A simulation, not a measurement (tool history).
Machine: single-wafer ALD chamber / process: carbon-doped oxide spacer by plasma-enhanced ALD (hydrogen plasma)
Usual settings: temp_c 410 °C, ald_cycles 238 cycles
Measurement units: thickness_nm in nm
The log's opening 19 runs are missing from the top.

run,hour,temp_c,ald_cycles,"read-back reference wafer on the same gauge, thickness_nm",thickness_nm
20,251.5,410,238,11.805,10.586
21,263.9,410,238,11.803,10.571
22,271.8,410,249,11.807,11.091
23,285.9,410,238,11.811,10.558
24,299.1,410,238,11.805,10.580
25,305.6,410,238,11.808,10.574
26,321.8,400,251,11.800,11.426
27,333.6,398,204,11.802,9.323
28,350.5,417,281,11.798,12.289
29,359.6,410,204,11.805,9.083
30,369.0,410,192,11.805,8.537
31,378.8,410,267,11.797,11.816
32,393.4,397,285,11.794,13.027
33,408.5,423,265,11.806,11.391
34,419.7,402,268,11.804,12.197
35,429.9,410,238,11.806,10.588
36,436.7,396,200,11.803,9.111
37,447.4,395,238,11.795,10.925
38,462.4,410,238,11.800,10.597
# hour 465.1: gauge calibrated
39,477.3,416,238,11.798,10.383
40,485.4,419,222,11.796,9.638
41,491.5,418,238,11.797,10.382
42,503.2,410,253,11.802,11.261
43,516.7,410,283,11.794,12.609
44,526.7,422,238,11.800,10.269

Below are 5 alternative next runs, each starting from the tool's condition after run 44. Predict each:
A,527.5,419,238,?,?
B,527.5,425,267,?,?
C,527.5,399,276,?,?
D,527.5,410,195,?,?
E,527.5,405,264,?,?

run,"read-back reference wafer on the same gauge, thickness_nm",thickness_nm
A,11.802,10.371
B,11.802,11.441
C,11.802,12.651
D,11.802,8.709
E,11.802,11.951
Had the tool no hidden state, the same runs would have come out as:
run,thickness_nm
A,10.322
B,11.386
C,12.638
D,8.670
E,11.897

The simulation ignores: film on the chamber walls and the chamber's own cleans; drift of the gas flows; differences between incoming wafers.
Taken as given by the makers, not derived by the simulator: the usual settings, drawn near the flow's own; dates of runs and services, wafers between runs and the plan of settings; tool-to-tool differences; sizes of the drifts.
